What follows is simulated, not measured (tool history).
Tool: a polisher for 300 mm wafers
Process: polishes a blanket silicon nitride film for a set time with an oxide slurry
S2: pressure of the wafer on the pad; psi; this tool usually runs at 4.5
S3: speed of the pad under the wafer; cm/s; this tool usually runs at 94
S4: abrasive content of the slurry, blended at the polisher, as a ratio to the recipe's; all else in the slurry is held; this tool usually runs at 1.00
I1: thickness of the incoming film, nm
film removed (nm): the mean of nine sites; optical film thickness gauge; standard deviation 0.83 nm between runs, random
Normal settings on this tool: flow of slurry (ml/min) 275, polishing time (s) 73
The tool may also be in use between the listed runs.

run 1 day=0.000 | flow_of_slurry_(ml/min)=275 S2=4.5 S3=94 S4=1.15 polishing_time_(s)=73 | I1=393.6 | film_removed_(nm)=63.3
-- day=1.625 head pressure recalibrated
run 2 day=4.471 | flow_of_slurry_(ml/min)=275 S2=4.5 S3=94 S4=1.15 polishing_time_(s)=73 | I1=383.7 | film_removed_(nm)=62.4
run 3 day=8.604 | flow_of_slurry_(ml/min)=275 S2=4.5 S3=94 S4=1.05 polishing_time_(s)=73 | I1=392.7 | film_removed_(nm)=58.8
-- day=9.075 conditioning disc replaced and pad reconditioned
run 4 day=10.712 | flow_of_slurry_(ml/min)=275 S2=4.5 S3=94 S4=1.00 polishing_time_(s)=73 | I1=389.4 | film_removed_(nm)=57.6
-- day=13.192 worn pad replaced by a new one
run 5 day=14.421 | flow_of_slurry_(ml/min)=275 S2=4.5 S3=94 S4=1.00 polishing_time_(s)=73 | I1=387.5 | film_removed_(nm)=57.6
-- day=14.592 slurry blender recalibrated
run 6 day=16.558 | flow_of_slurry_(ml/min)=275 S2=4.5 S3=94 S4=1.00 polishing_time_(s)=73 | I1=388.8 | film_removed_(nm)=58.0
-- day=17.942 head pressure recalibrated
run 7 day=20.821 | flow_of_slurry_(ml/min)=350 S2=3.6 S3=94 S4=1.00 polishing_time_(s)=73 | I1=393.8 | film_removed_(nm)=48.1
-- day=23.271 slurry nozzle cleaned
run 8 day=23.621 | flow_of_slurry_(ml/min)=350 S2=3.6 S3=94 S4=1.00 polishing_time_(s)=73 | I1=397.1 | film_removed_(nm)=50.1
run 9 day=27.446 | flow_of_slurry_(ml/min)=275 S2=4.5 S3=94 S4=1.00 polishing_time_(s)=73 | I1=387.6 | film_removed_(nm)=58.0
-- day=28.267 conditioning disc replaced and pad reconditioned
run 10 day=29.992 | flow_of_slurry_(ml/min)=275 S2=4.5 S3=116 S4=1.00 polishing_time_(s)=73 | I1=396.7 | film_removed_(nm)=67.0
-- day=30.892 slurry blender recalibrated
-- day=32.454 worn pad replaced by a new one
run 11 day=33.392 | flow_of_slurry_(ml/min)=275 S2=4.5 S3=124 S4=0.70 polishing_time_(s)=73 | I1=384.5 | film_removed_(nm)=57.3
run 12 day=35.621 | flow_of_slurry_(ml/min)=275 S2=4.5 S3=102 S4=1.00 polishing_time_(s)=73 | I1=384.8 | film_removed_(nm)=63.4
-- day=36.250 head pressure recalibrated
run 13 day=39.604 | flow_of_slurry_(ml/min)=275 S2=2.9 S3=94 S4=1.10 polishing_time_(s)=91 | I1=386.5 | film_removed_(nm)=51.7
run 14 day=41.212 | flow_of_slurry_(ml/min)=275 S2=4.5 S3=94 S4=0.90 polishing_time_(s)=73 | I1=393.6 | film_removed_(nm)=53.7
run 15 day=43.567 | flow_of_slurry_(ml/min)=275 S2=6.1 S3=78 S4=1.00 polishing_time_(s)=73 | I1=391.8 | film_removed_(nm)=65.9
run 16 day=46.000 | flow_of_slurry_(ml/min)=370 S2=4.5 S3=94 S4=1.00 polishing_time_(s)=73 | I1=389.3 | film_removed_(nm)=60.3
-- day=48.362 conditioning disc replaced and pad reconditioned
-- day=48.504 worn pad replaced by a new one
run 17 day=48.633 | flow_of_slurry_(ml/min)=275 S2=4.5 S3=122 S4=1.00 polishing_time_(s)=73 | I1=386.6 | film_removed_(nm)=72.0

Run 18 is up next; what results do you expect?
-- day=48.975 slurry blender recalibrated
run 18 day=50.292 | flow_of_slurry_(ml/min)=355 S2=4.0 S3=118 S4=1.00 polishing_time_(s)=73 | I1=390.7 | film_removed_(nm)=?

film removed (nm): 65.0
With the hidden condition absent and the run-to-run variation left alone, this run would have shown film removed (nm) 65.0.
